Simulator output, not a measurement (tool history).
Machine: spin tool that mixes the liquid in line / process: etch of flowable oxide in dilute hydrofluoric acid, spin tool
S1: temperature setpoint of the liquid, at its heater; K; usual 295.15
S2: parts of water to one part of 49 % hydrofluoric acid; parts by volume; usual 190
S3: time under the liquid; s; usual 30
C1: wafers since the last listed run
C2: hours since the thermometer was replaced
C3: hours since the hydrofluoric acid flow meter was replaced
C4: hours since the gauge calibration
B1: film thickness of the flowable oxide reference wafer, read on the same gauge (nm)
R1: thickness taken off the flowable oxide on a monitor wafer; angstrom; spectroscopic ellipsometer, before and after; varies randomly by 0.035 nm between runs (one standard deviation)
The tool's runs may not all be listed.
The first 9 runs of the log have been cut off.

run	hour	S1	S2	S3	C1	C2	C3	C4	B1	R1
10	245.9	295.15	190	30	247	1677.5	1636.7	637.7	89.99	62.7
# hour 271.9: gauge calibrated
11	279.7	292.65	190	30	290	1711.3	1670.5	7.8	90	56.8
12	315.7	295.15	190	25	309	1747.3	1706.5	43.8	90	52.3
13	328.8	295.15	190	25	112	1760.4	1719.6	56.9	90	51.9
14	346.2	295.15	190	30	149	1777.8	1737	74.3	89.99	63.1
15	370.9	295.15	190	30	212	1802.5	1761.7	99	90.01	62.8
16	394.8	295.15	190	30	205	1826.4	1785.6	122.9	90.02	63.1
17	424	295.15	190	15	251	1855.6	1814.8	152.1	90.01	31.7
18	439.6	293.15	190	30	134	1871.2	1830.4	167.7	89.99	58.8
19	464.7	290.15	270	30	215	1896.3	1855.5	192.8	89.99	33.8
20	483	295.15	190	35	157	1914.6	1873.8	211.1	89.99	73.9
21	512	295.15	190	45	249	1943.6	1902.8	240.1	90.03	94.8
# hour 515.1: thermometer replaced
22	526.7	298.65	280	30	117	11.6	1917.5	254.8	89.98	45.3
# hour 530.9: hydrofluoric acid flow meter replaced
23	556	299.65	110	40	243	40.9	25.1	284.1	90.02	167.9
24	591.6	292.65	145	25	306	76.5	60.7	319.7	90.02	57.5
25	615.3	299.65	250	35	203	100.2	84.4	343.4	90	54.9
26	647.7	295.15	190	30	278	132.6	116.8	375.8	90.01	56.1
27	664.4	292.15	190	15	143	149.3	133.5	392.5	89.99	25.3
28	699.8	298.65	100	30	304	184.7	168.9	427.9	90	136.6
29	719.8	295.15	190	30	172	204.7	188.9	447.9	90	56.5
30	745.5	298.65	160	20	221	230.4	214.6	473.6	90	52.4

3 options for the next run, each taken on its own from the tool as it stands now. Forecast them:
A	745.9	295.15	190	20	3	230.8	215	474	?	?
B	745.9	295.15	105	30	3	230.8	215	474	?	?
C	745.9	295.15	270	30	3	230.8	215	474	?	?

run	B1	R1
A	89.99	37.8
B	89.99	112.6
C	89.99	36.9
With no hidden state in the tool, these same runs would have given:
run	R1
A	37.1
B	110.6
C	36.2
